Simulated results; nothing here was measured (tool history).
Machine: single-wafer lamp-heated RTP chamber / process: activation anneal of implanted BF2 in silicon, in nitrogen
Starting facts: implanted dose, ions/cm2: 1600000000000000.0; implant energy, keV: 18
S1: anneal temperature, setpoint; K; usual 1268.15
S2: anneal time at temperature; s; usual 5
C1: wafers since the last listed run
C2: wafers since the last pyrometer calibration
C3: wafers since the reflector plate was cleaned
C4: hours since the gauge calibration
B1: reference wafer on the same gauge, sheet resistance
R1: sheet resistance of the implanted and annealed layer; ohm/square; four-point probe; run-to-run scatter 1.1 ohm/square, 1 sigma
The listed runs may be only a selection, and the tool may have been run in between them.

{"run": 1, "hour": 0.0, "S1": 1247.15, "S2": 4, "C1": 0, "C2": 2820, "C3": 9383, "C4": 240.7, "B1": 191.31, "R1": 256.72}
{"run": 2, "hour": 58.2, "S1": 1268.15, "S2": 5, "C1": 591, "C2": 3411, "C3": 9975, "C4": 298.9, "B1": 192.55, "R1": 225.56}
{"run": 3, "hour": 103.3, "S1": 1268.15, "S2": 5, "C1": 458, "C2": 3869, "C3": 10433, "C4": 344.0, "B1": 192.64, "R1": 222.51}
{"run": 4, "hour": 138.9, "S1": 1268.15, "S2": 5, "C1": 361, "C2": 4230, "C3": 10794, "C4": 379.6, "B1": 192.8, "R1": 222.93}
{"run": 5, "hour": 202.3, "S1": 1268.15, "S2": 5, "C1": 643, "C2": 4874, "C3": 11438, "C4": 443.0, "B1": 193.05, "R1": 224.61}
{"run": 6, "hour": 251.7, "S1": 1268.15, "S2": 5, "C1": 501, "C2": 5376, "C3": 11940, "C4": 492.4, "B1": 193.86, "R1": 225.36}
{"run": 7, "hour": 300.6, "S1": 1260.15, "S2": 5, "C1": 496, "C2": 5872, "C3": 12436, "C4": 541.3, "B1": 194.17, "R1": 237.07}
{"hour": 391.5, "done": "reflector plate cleaned"}
{"run": 8, "hour": 411.5, "S1": 1268.15, "S2": 8, "C1": 1045, "C2": 6917, "C3": 203, "C4": 652.2, "B1": 194.82, "R1": 216.63}
{"hour": 466.1, "done": "pyrometer window cleaned and pyrometer calibrated"}
{"run": 9, "hour": 466.6, "S1": 1285.15, "S2": 7, "C1": 478, "C2": 4, "C3": 681, "C4": 707.3, "B1": 195.23, "R1": 197.49}
{"hour": 470.2, "done": "gauge calibrated"}
{"run": 10, "hour": 503.8, "S1": 1294.15, "S2": 5, "C1": 377, "C2": 382, "C3": 1059, "C4": 33.6, "B1": 191.39, "R1": 191.45}
{"run": 11, "hour": 536.9, "S1": 1268.15, "S2": 7, "C1": 336, "C2": 718, "C3": 1395, "C4": 66.7, "B1": 191.39, "R1": 216.28}
{"run": 12, "hour": 597.6, "S1": 1268.15, "S2": 5, "C1": 616, "C2": 1335, "C3": 2012, "C4": 127.4, "B1": 191.94, "R1": 223.01}
{"run": 13, "hour": 627.8, "S1": 1268.15, "S2": 3, "C1": 306, "C2": 1642, "C3": 2318, "C4": 157.6, "B1": 192.07, "R1": 231.7}
{"run": 14, "hour": 655.5, "S1": 1295.15, "S2": 6, "C1": 281, "C2": 1923, "C3": 2600, "C4": 185.3, "B1": 192.35, "R1": 186.21}

Here are 3 independent what-if runs from the current tool condition. What would each one return?
{"run": "A", "hour": 655.9, "S1": 1251.15, "S2": 5, "C1": 4, "C2": 1927, "C3": 2604, "C4": 185.7, "B1": "?", "R1": "?"}
{"run": "B", "hour": 655.9, "S1": 1248.15, "S2": 8, "C1": 4, "C2": 1927, "C3": 2604, "C4": 185.7, "B1": "?", "R1": "?"}
{"run": "C", "hour": 655.9, "S1": 1295.15, "S2": 4, "C1": 4, "C2": 1927, "C3": 2604, "C4": 185.7, "B1": "?", "R1": "?"}

run=A B1=191.96 R1=248.37
run=B B1=191.96 R1=245.24
run=C B1=191.96 R1=195.97
Without the tool's hidden state the same runs would have given:
run=A R1=245.63
run=B R1=242.52
run=C R1=193.80

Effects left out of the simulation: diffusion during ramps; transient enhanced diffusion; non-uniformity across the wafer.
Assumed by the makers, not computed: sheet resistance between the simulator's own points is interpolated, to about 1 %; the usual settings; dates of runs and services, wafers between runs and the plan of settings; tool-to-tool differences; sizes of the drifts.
